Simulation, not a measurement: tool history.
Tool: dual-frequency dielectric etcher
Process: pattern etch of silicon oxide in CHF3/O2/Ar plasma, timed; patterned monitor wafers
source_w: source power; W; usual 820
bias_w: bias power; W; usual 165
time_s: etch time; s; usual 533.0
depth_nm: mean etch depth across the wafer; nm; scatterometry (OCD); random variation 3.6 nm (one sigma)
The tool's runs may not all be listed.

| run | day | source_w | bias_w | time_s | wafers since the last listed run | hours since the last wet clean | hours since the last source power generator calibration | hours since the last bias power generator calibration | hours since the last upper electrode change | hours since the gauge calibration | read-back reference wafer on the same gauge, depth_nm | depth_nm |
|---|---|---|---|---|---|---|---|---|---|---|---|---|
| 1 | 0.000 | 910 | 165 | 475.0 | 0 | 43.1 | 2938.6 | 3577.5 | 2936.4 | 228.0 | 1491.0 | 1180.9 |
| 2 | 2.696 | 910 | 165 | 475.0 | 307 | 107.8 | 3003.3 | 3642.2 | 3001.1 | 292.7 | 1488.2 | 1176.7 |
| 3 | 6.129 | 910 | 165 | 475.0 | 391 | 190.2 | 3085.7 | 3724.6 | 3083.5 | 375.1 | 1490.0 | 1177.4 |
| 4 | 10.871 | 820 | 165 | 533.0 | 541 | 304.0 | 3199.5 | 3838.4 | 3197.3 | 488.9 | 1489.0 | 1288.2 |
|  | 12.221 | source power generator calibrated |
| 5 | 14.350 | 820 | 165 | 533.0 | 378 | 387.5 | 51.1 | 3921.9 | 3280.8 | 572.4 | 1490.2 | 1288.7 |
| 6 | 15.925 | 820 | 165 | 533.0 | 179 | 425.3 | 88.9 | 3959.7 | 3318.6 | 610.2 | 1490.8 | 1281.7 |
| 7 | 17.879 | 820 | 136 | 533.0 | 223 | 472.2 | 135.8 | 4006.6 | 3365.5 | 657.1 | 1491.5 | 1206.4 |
| 8 | 21.146 | 820 | 136 | 533.0 | 372 | 550.6 | 214.2 | 4085.0 | 3443.9 | 735.5 | 1490.2 | 1203.3 |
| 9 | 25.479 | 820 | 136 | 533.0 | 494 | 654.6 | 318.2 | 4189.0 | 3547.9 | 839.5 | 1487.0 | 1206.7 |
|  | 28.754 | upper electrode replaced |
| 10 | 29.967 | 740 | 165 | 533.0 | 398 | 762.3 | 425.9 | 4296.7 | 29.1 | 947.2 | 1491.7 | 1242.6 |
|  | 32.829 | wet clean of the chamber |
| 11 | 33.354 | 820 | 139 | 619.5 | 272 | 12.6 | 507.2 | 4378.0 | 110.4 | 1028.5 | 1490.6 | 1410.5 |
| 12 | 35.221 | 890 | 165 | 479.5 | 213 | 57.4 | 552.0 | 4422.8 | 155.2 | 1073.3 | 1490.9 | 1185.5 |
|  | 35.675 | bias power generator calibrated |
| 13 | 39.275 | 760 | 165 | 533.0 | 443 | 154.7 | 649.3 | 86.4 | 252.5 | 1170.6 | 1489.7 | 1250.0 |
| 14 | 47.550 | 820 | 134 | 533.0 | 944 | 353.3 | 847.9 | 285.0 | 451.1 | 1369.2 | 1488.6 | 1201.6 |
| 15 | 51.988 | 750 | 165 | 533.0 | 506 | 459.8 | 954.4 | 391.5 | 557.6 | 1475.7 | 1490.6 | 1242.9 |
| 16 | 56.158 | 820 | 165 | 533.0 | 476 | 559.9 | 1054.5 | 491.6 | 657.7 | 1575.8 | 1489.1 | 1273.6 |
| 17 | 58.000 | 820 | 181 | 533.0 | 210 | 604.1 | 1098.7 | 535.8 | 701.9 | 1620.0 | 1489.2 | 1316.2 |
|  | 61.988 | wet clean of the chamber |
| 18 | 62.008 | 820 | 165 | 533.0 | 343 | 0.5 | 1194.9 | 632.0 | 798.1 | 1716.2 | 1489.5 | 1285.7 |
| 19 | 64.958 | 940 | 135 | 471.5 | 336 | 71.3 | 1265.7 | 702.8 | 868.9 | 1787.0 | 1491.1 | 1109.2 |
| 20 | 67.258 | 890 | 165 | 673.0 | 262 | 126.5 | 1320.9 | 758.0 | 924.1 | 1842.2 | 1490.9 | 1660.3 |
| 21 | 71.612 | 820 | 165 | 533.0 | 497 | 231.0 | 1425.4 | 862.5 | 1028.6 | 1946.7 | 1491.3 | 1279.9 |
| 22 | 74.542 | 820 | 165 | 533.0 | 334 | 301.3 | 1495.7 | 932.8 | 1098.9 | 2017.0 | 1488.9 | 1285.8 |
| 23 | 78.300 | 820 | 165 | 480.5 | 429 | 391.5 | 1585.9 | 1023.0 | 1189.1 | 2107.2 | 1490.9 | 1156.8 |
| 24 | 80.625 | 990 | 198 | 533.0 | 265 | 447.3 | 1641.7 | 1078.8 | 1244.9 | 2163.0 | 1488.8 | 1435.5 |
| 25 | 84.046 | 820 | 165 | 397.0 | 390 | 529.4 | 1723.8 | 1160.9 | 1327.0 | 2245.1 | 1488.1 | 952.3 |
| 26 | 86.058 | 910 | 165 | 475.0 | 229 | 577.7 | 1772.1 | 1209.2 | 1375.3 | 2293.4 | 1487.4 | 1177.8 |
|  | 88.983 | wet clean of the chamber |
| 27 | 89.004 | 950 | 165 | 484.0 | 222 | 0.5 | 1842.8 | 1279.9 | 1446.0 | 2364.1 | 1489.7 | 1217.8 |
| 28 | 90.758 | 890 | 176 | 418.5 | 200 | 42.6 | 1884.9 | 1322.0 | 1488.1 | 2406.2 | 1490.3 | 1051.5 |
|  | 91.358 | gauge calibrated |
| 29 | 92.992 | 820 | 165 | 533.0 | 254 | 96.2 | 1938.5 | 1375.6 | 1541.7 | 39.2 | 1487.6 | 1280.2 |
| 30 | 94.804 | 820 | 165 | 689.5 | 206 | 139.7 | 1982.0 | 1419.1 | 1585.2 | 82.7 | 1492.3 | 1660.2 |

How the hidden state differs across the entries between the runs, from the last listed run before each to the first after it:
Between runs 4 and 5: source power generator calibrated (day 12.221)
  no hidden state differs between the two runs
Between runs 9 and 10: upper electrode replaced (day 28.754)
  no hidden state differs between the two runs
Between runs 10 and 11: wet clean of the chamber (day 32.829)
  no hidden state differs between the two runs
Between runs 12 and 13: bias power generator calibrated (day 35.675)
  no hidden state differs between the two runs
Between runs 17 and 18: wet clean of the chamber (day 61.988)
  no hidden state differs between the two runs
Between runs 26 and 27: wet clean of the chamber (day 88.983)
  no hidden state differs between the two runs
Between runs 28 and 29: gauge calibrated (day 91.358)
  no hidden state differs between the two runs
